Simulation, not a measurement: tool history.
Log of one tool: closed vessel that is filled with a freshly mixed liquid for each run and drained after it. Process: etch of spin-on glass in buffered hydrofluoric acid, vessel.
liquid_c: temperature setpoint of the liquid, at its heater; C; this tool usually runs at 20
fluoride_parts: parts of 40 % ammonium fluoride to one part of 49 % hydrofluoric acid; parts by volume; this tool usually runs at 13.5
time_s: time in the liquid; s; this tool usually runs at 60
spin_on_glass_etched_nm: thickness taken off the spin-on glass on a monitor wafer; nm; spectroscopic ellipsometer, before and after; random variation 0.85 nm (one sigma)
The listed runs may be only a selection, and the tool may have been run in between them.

run	day	liquid_c	fluoride_parts	time_s	read-back film thickness of the spin-on glass reference wafer, read on the same gauge (nm)	spin_on_glass_etched_nm
1	0	20	13.5	60	80	85.64
2	5.004	20	13.5	60	80.01	85.81
# day 6.104: hydrofluoric acid flow meter replaced
3	6.392	20	13.5	60	80	84.56
4	8.254	20	13.5	60	80	83.11
5	9.283	20	13.5	60	80.02	83.01
6	11.167	20	13.5	60	80	82.78
# day 11.354: thermometer replaced
# day 12.65: gauge calibrated
7	12.95	20	13.5	60	80	92.56
8	14.512	22	13.5	60	80	104.97
9	15.817	22	13.5	60	79.99	104.51
10	18.088	22	13.5	60	79.99	100.73
11	20.612	21	13.5	60	80	95.8
12	22.175	21	13.5	60	79.99	94.27
13	24.646	20	13.5	60	79.98	89.19
14	27.033	23.5	11.5	80	80.01	169.16
# day 28.496: hydrofluoric acid flow meter replaced
15	28.896	20	11.5	40	80.01	69.35
16	31.071	20	13.5	50	79.99	72.59
17	33.704	20	18	45	79.99	49.23
18	35.233	20	13.5	60	80.01	87.07
19	36.788	22.5	13.5	75	80	122.93
20	38.925	20	13.5	60	79.99	86.77
21	40.183	20	13.5	60	80	85.98
# day 41.025: thermometer replaced
# day 47.058: hydrofluoric acid flow meter replaced
22	48.317	20	13.5	60	80	91.49
23	50	20	15.5	60	79.99	78.7
24	52.212	22	17.5	35	79.98	44.78
25	53.283	20	13.5	60	80	89.6
26	54.958	20	10.5	60	80	112.33
27	57.367	20	13.5	60	80.02	88.43
28	59.6	20	13.5	60	79.98	86.71
# day 60.454: gauge calibrated
29	62.475	20	8.5	70	80	154.76
# day 63.746: thermometer replaced
30	64.088	17	13.5	90	80.01	118.79
31	65.229	25	13.5	95	79.99	195.01
# day 67.217: hydrofluoric acid flow meter replaced
32	67.421	20	11	45	80	84.83
33	70.058	20	8.5	70	80.01	163.24

Pick out some run-to-run changes in spin_on_glass_etched_nm. Of each, how much would a tool without hidden state show as well, from the settings, what came in and chance, and how much is left for the hidden state and any gauge scatter not in both results compared?
Hidden conditions of the tool in this case: liquid colder than its thermometer reads (K); hydrofluoric acid flow below the setpoint (%); gauge reads high (%).
Run 6 -> 7: thermometer replaced, gauge calibrated. spin_on_glass_etched_nm +9.78 nm: hidden state +10.27, all else -0.49.
Run 13 -> 14: liquid_c 20 -> 23.5, fluoride_parts 13.5 -> 11.5, time_s 60 -> 80. spin_on_glass_etched_nm +79.97 nm: hidden state -4.81, all else +84.78.
Run 14 -> 15: liquid_c 23.5 -> 20, time_s 80 -> 40, hydrofluoric acid flow meter replaced. spin_on_glass_etched_nm -99.81 nm: hidden state +4.68, all else -104.49.
Run 28 -> 29: fluoride_parts 13.5 -> 8.5, time_s 60 -> 70, gauge calibrated. spin_on_glass_etched_nm +68.05 nm: hidden state -6.33, all else +74.38.
Run 29 -> 30: liquid_c 20 -> 17, fluoride_parts 8.5 -> 13.5, time_s 70 -> 90, thermometer replaced. spin_on_glass_etched_nm -35.97 nm: hidden state +11.3, all else -47.27.
Run 31 -> 32: liquid_c 25 -> 20, fluoride_parts 13.5 -> 11, time_s 95 -> 45, hydrofluoric acid flow meter replaced. spin_on_glass_etched_nm -110.18 nm: hidden state +0.72, all else -110.9.

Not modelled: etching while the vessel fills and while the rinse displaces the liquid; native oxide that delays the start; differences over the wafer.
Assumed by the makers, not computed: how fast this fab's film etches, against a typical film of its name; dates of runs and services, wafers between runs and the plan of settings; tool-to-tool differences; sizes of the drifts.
